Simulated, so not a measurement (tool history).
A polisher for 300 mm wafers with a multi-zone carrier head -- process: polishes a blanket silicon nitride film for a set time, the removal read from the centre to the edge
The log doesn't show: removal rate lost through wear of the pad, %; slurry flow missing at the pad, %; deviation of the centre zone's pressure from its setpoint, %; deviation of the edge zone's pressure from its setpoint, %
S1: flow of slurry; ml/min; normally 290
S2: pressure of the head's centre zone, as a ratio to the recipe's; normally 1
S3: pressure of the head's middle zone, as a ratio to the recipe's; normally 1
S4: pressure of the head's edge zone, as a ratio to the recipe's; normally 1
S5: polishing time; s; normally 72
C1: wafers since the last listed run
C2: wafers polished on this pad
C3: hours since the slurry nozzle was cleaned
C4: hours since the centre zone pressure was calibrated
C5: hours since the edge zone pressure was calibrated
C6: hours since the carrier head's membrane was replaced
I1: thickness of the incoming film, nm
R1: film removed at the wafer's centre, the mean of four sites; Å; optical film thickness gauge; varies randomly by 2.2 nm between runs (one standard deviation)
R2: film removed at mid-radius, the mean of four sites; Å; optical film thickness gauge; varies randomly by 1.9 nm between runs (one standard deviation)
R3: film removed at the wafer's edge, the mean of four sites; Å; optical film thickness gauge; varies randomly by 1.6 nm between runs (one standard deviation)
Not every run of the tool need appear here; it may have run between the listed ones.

run    hour   S1    S2    S3    S4  S5   C1    C2     C3     C4     C5      C6     I1    R1    R2    R3
  1       0  290     1     1     1  72    0  3913  442.1   65.4  558.8     602  523.5  1537  1572  1553
       30.9  -- worn pad replaced by a new one
       64.3  -- slurry nozzle cleaned
  2    66.3  350  1.12     1  1.04  57  427   240      2  131.7  625.1   668.3    533  1519  1402  1323
  3   107.9  290  0.97     1     1  72  290   530   43.6  173.3  666.7   709.9  535.2  1619  1720  1631
  4   145.5  245  1.06  1.06   1.1  72  262   792   81.2  210.9  704.3   747.5  532.2  1716  1778  1693
  5   209.9  290     1     1  0.91  72  449  1242  145.6  275.3  768.7   811.9  527.6  1634  1674  1511
  6   243.3  290     1     1     1  72  233  1475    179  308.7  802.1   845.3  529.1  1632  1711  1615
      254.7  -- edge zone pressure recalibrated
  7   283.5  330  1.07     1  0.96  81  266  1742  219.2  348.9   28.8   885.5  521.6  2016  1925  1793
  8   405.2  290     1     1     1  72  849  2591  340.9  470.6  150.5  1007.2  518.9  1565  1652  1589
  9   459.7  290     1   1.1     1  72  380  2972  395.4  525.1    205  1061.7  528.4  1612  1829  1593
        499  -- worn pad replaced by a new one
 10   499.5  290  1.07     1     1  72  249     3  435.2  564.9  244.8  1101.5    534  1686  1593  1560
 11   561.3  190  0.89  1.07     1  72  431   434    497  626.7  306.6  1163.3  527.4  1156  1553  1427
      572.1  -- centre zone pressure recalibrated
      574.7  -- slurry nozzle cleaned
 12   611.7  290  0.93     1  1.05  72  330   765     37   39.6    357  1213.7  534.8  1531  1746  1711
 13   677.9  290     1     1     1  72  462  1227  103.2  105.8  423.2  1279.9  528.7  1646  1685  1595
 14   734.2  290     1     1     1  72  392  1620  159.5  162.1  479.5  1336.2  529.3  1615  1678  1608
 15   779.6  245     1     1     1  72  316  1937  204.9  207.5  524.9  1381.6  527.5  1605  1646  1584
 16   848.4  385     1     1     1  72  480  2418  273.7  276.3  593.7  1450.4  533.9  1724  1729  1662
 17   902.1  360     1     1     1  90  374  2792  327.4    330  647.4  1504.1  531.1  2115  2142  2050
 18   935.3  290     1  0.96  1.11  72  231  3024  360.6  363.2  680.6  1537.3  521.7  1606  1548  1688
     1008.7  -- carrier head's membrane replaced by a new one
 19  1009.2  320  1.11     1  1.12  60  480  3505  434.5  437.1  754.5     0.5  537.1  1542  1344  1409
 20  1049.5  240  0.96  1.12  0.92  72  281  3786  474.8  477.4  794.8    40.8  536.4  1433  1803  1416
     1074.2  -- worn pad replaced by a new one
     1075.6  -- slurry nozzle cleaned
 21  1118.2  290     1     1     1  72  444   300   42.6  546.1  863.5   109.5  526.1  1654  1710  1640
     1139.3  -- centre zone pressure recalibrated
 22  1183.9  390     1     1  0.95  58  444   744  108.3   44.6  929.2   175.2  527.1  1391  1414  1299

Predict each of these 4 candidate next runs independently; none follows another, all start after run 22:
  A  1184.3  290     1   1     1  72   2  747  108.7  45  929.6  175.6  527.6   ?   ?   ?
  B  1184.3  340  1.06   1  1.09  72   2  747  108.7  45  929.6  175.6  527.6   ?   ?   ?
  C  1184.3  340     1   1  0.88  72   2  747  108.7  45  929.6  175.6  527.6   ?   ?   ?
  D  1184.3  290  1.04   1   1.1  72   2  747  108.7  45  929.6  175.6  527.6   ?   ?   ?

run    R1    R2    R3
  A  1650  1733  1637
  B  1812  1764  1752
  C  1684  1765  1537
  D  1734  1732  1738
What these runs would have given with no unlogged condition in the tool:
run    R1    R2    R3
  A  1673  1754  1652
  B  1832  1782  1766
  C  1703  1784  1549
  D  1758  1754  1754
